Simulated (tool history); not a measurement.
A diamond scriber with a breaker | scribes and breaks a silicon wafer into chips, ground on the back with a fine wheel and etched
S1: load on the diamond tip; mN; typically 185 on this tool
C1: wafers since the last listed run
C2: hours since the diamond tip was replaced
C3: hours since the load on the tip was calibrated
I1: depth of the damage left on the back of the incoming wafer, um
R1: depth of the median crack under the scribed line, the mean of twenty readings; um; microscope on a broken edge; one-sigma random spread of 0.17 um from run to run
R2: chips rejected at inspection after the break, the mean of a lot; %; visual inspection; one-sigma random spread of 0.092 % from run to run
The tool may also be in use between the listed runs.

run,hour,S1,C1,C2,C3,I1,R1,R2
1,0,161,0,409.7,726.3,0.56,11.87,6.14
# hour 47.6: diamond tip replaced by a new one
2,55.4,161,105,7.8,781.7,0.57,11.72,6.18
3,161.1,161,209,113.5,887.4,0.42,11.54,6.94
4,239,225,154,191.4,965.3,0.67,15.16,1.97
5,305.1,225,130,257.5,1031.4,0.58,15.31,2
6,345.3,225,79,297.7,1071.6,0.52,15.28,1.77
7,413.9,185,135,366.3,1140.2,0.36,12.86,3.34
# hour 416.9: diamond tip replaced by a new one
8,483,185,132,66.1,1209.3,0.79,13.34,3.94
9,552.2,185,137,135.3,1278.5,0.56,12.88,3.44
10,628.7,185,151,211.8,1355,0.63,12.93,3.72
# hour 835.3: diamond tip replaced by a new one
11,903.5,185,540,68.2,1629.8,0.36,13.1,3.7
12,950.3,142,92,115,1676.6,0.63,10.26,12.91
# hour 971.9: load on the tip recalibrated
13,998.5,141,91,163.2,26.6,0.37,12.06,6.54
14,1046.8,185,95,211.5,74.9,0.48,14.89,1.76
15,1130.3,164,165,295,158.4,0.4,13.32,3.44
16,1188.8,212,115,353.5,216.9,0.44,15.96,2.33
# hour 1199.6: diamond tip replaced by a new one
17,1237,185,91,37.4,265.1,0.41,14.41,2.03
18,1328.8,213,181,129.2,356.9,0.39,15.62,2
19,1419.2,131,179,219.6,447.3,0.78,10.44,13.43
20,1507.8,224,175,308.2,535.9,0.43,16.33,2.35
21,1600.8,147,184,401.2,628.9,0.63,11.36,8.23
# hour 1625: diamond tip replaced by a new one
22,1702.2,226,196,77.2,730.3,0.74,16.11,2.31
23,1789.7,238,173,164.7,817.8,0.53,16.54,2.55
# hour 1991.1: diamond tip replaced by a new one
24,2023.4,185,458,32.3,1051.5,0.57,13.46,2.82
25,2117.5,209,186,126.4,1145.6,0.63,14.44,1.74

The same runs without the tool's hidden state, with the same run-to-run variation:
Hidden conditions of the tool in this case: share of the diamond tip's cutting effectiveness lost through wear, %; deviation of the load on the tip from its setpoint, %.
run,R1,R2
1,13.34,2.87
2,13.22,2.82
3,13.1,3.05
4,17.29,4.06
5,17.51,4.14
6,17.5,3.7
7,14.77,1.77
8,15.35,2.06
9,14.86,1.77
10,14.94,1.89
11,15.22,1.81
12,11.93,5.91
13,12.1,6.41
14,15.1,1.75
15,13.73,2.82
16,16.62,2.97
17,15.12,1.84
18,16.61,2.83
19,11.22,9.49
20,17.72,3.96
21,12.44,4.83
22,17.77,4.26
23,18.35,5.05
24,15.1,1.74
25,16.27,2.46
